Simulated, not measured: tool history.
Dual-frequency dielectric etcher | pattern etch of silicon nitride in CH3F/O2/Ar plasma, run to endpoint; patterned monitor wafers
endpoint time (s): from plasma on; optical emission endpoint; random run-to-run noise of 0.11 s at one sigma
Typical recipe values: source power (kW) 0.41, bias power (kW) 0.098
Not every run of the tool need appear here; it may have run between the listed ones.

run      day  source power (kW)  bias power (kW)  wafers since the last listed run  hours since the last wet clean  hours since the last source power generator calibration  hours since the last bias power generator calibration  hours since the last upper electrode change  incoming incoming film thickness, nm  endpoint time (s)
  1        0               0.41            0.098                                 0                             488                                                    796.1                                                   59.9                                       4433.7                                 20.47               25.4
  2    4.096               0.41            0.098                               863                           586.3                                                    894.4                                                  158.2                                         4532                                 20.52               25.8
  3    5.621               0.41            0.098                               321                           622.9                                                      931                                                  194.8                                       4568.6                                 20.21               25.4
       8.425  -- wet clean of the chamber
  4   18.642               0.45            0.098                              2534                           245.2                                                   1243.5                                                  507.3                                       4881.1                                 20.43               23.9
  5   21.275               0.45            0.098                               555                           308.4                                                   1306.7                                                  570.5                                       4944.3                                 20.35               23.9
  6   25.592               0.41            0.098                               910                             412                                                   1410.3                                                  674.1                                       5047.9                                 20.27               25.1
  7   30.029               0.41            0.098                               935                           518.5                                                   1516.8                                                  780.6                                       5154.4                                 20.37               25.4
  8   33.712               0.41            0.098                               776                           606.9                                                   1605.2                                                    869                                       5242.8                                 20.57               25.9
      37.975  -- wet clean of the chamber
  9   37.996               0.41            0.085                               692                             0.5                                                     1708                                                  971.8                                       5345.6                                 20.44               26.1
 10   41.138               0.41            0.085                               662                            75.9                                                   1783.4                                                 1047.2                                         5421                                 20.31               26.2
 11   43.204               0.41            0.085                               435                           125.5                                                     1833                                                 1096.8                                       5470.6                                 20.35               26.3
 12   47.183               0.41            0.107                               838                             221                                                   1928.5                                                 1192.3                                       5566.1                                 20.32               24.2
 13   49.062               0.41            0.107                               396                           266.1                                                   1973.6                                                 1237.4                                       5611.2                                 20.46               24.4
 14   50.721               0.41            0.107                               349                           305.9                                                   2013.4                                                 1277.2                                         5651                                  20.4               24.4
 15   54.371               0.41            0.098                               769                           393.5                                                     2101                                                 1364.8                                       5738.6                                 20.32               25.5
 16   55.975               0.34             0.12                               338                             432                                                   2139.5                                                 1403.3                                       5777.1                                 20.51               26.8
 17   58.629               0.51             0.11                               559                           495.7                                                   2203.2                                                   1467                                       5840.8                                 20.59                 22
 18   62.388               0.51             0.11                               792                           585.9                                                   2293.4                                                 1557.2                                         5931                                 20.31               21.5
      63.608  -- source power generator calibrated
 19   64.612               0.41            0.086                               433                           639.3                                                     24.1                                                 1610.6                                       5984.4                                 20.48               27.2
      66.583  -- wet clean of the chamber
 20   66.604               0.33            0.122                               209                             0.5                                                     71.9                                                 1658.4                                       6032.2                                 20.45                 26
 21   69.342               0.48            0.121                               577                            66.2                                                    137.6                                                 1724.1                                       6097.9                                 20.54               21.3
 22   72.783               0.41             0.12                               725                           148.8                                                    220.2                                                 1806.7                                       6180.5                                 20.28                 23
 23   76.079               0.41            0.098                               694                           227.9                                                    299.3                                                 1885.8                                       6259.6                                 20.27               24.7
 24   78.596               0.41            0.098                               530                           288.3                                                    359.7                                                 1946.2                                         6320                                  20.5               25.5
      81.088  -- upper electrode replaced
      81.217  -- bias power generator calibrated
 25   81.238               0.37            0.087                               319                           351.7                                                    423.1                                                    0.5                                          3.6                                 20.32                 28
 26   85.167               0.41            0.098                               828                             446                                                    517.4                                                   94.8                                         97.9                                 20.03                 25
 27     88.6               0.41            0.098                               723                           528.4                                                    599.8                                                  177.2                                        180.3                                 20.37               25.4
      91.554  -- wet clean of the chamber
 28   92.729               0.47            0.078                               659                            28.2                                                    698.9                                                  276.3                                        279.4                                 20.22               24.6
 29   95.796               0.45            0.106                               646                           101.8                                                    772.5                                                  349.9                                          353                                 20.19               22.6
 30   97.512               0.35            0.082                               361                             143                                                    813.7                                                  391.1                                        394.2                                 20.48               29.5
 31   99.842               0.34            0.085                               491                           198.9                                                    869.6                                                    447                                        450.1                                 20.45               29.8
 32  106.004               0.41            0.098                              1299                           346.8                                                   1017.5                                                  594.9                                          598                                 20.36               25.3
 33  107.675               0.46            0.087                               352                           386.9                                                   1057.6                                                    635                                        638.1                                 20.62               25.2
 34  111.804               0.41            0.084                               870                             486                                                   1156.7                                                  734.1                                        737.2                                 20.29               26.9
 35  114.712               0.47            0.119                               613                           555.8                                                   1226.5                                                  803.9                                          807                                 20.45               22.3

Results for each run, recomputed without the tool's hidden state and with each run's random variation untouched:
Unlogged tool condition in this case: etch rate over this chamber's usual, %; source power that arrives over what is set, %; bias power that arrives over what is set, %.
run  endpoint time (s)
  1               24.5
  2               24.9
  3               24.4
  4               23.6
  5               23.5
  6               24.5
  7               24.6
  8                 25
  9                 26
 10                 26
 11               26.1
 12               23.8
 13               23.9
 14               23.9
 15               24.8
 16                 26
 17               21.3
 18               20.7
 19               26.1
 20                 26
 21               21.2
 22               22.8
 23               24.4
 24                 25
 25               27.4
 26               24.3
 27               24.6
 28               24.5
 29               22.3
 30               29.1
 31               29.3
 32               24.7
 33               24.5
 34               26.1
 35               21.4
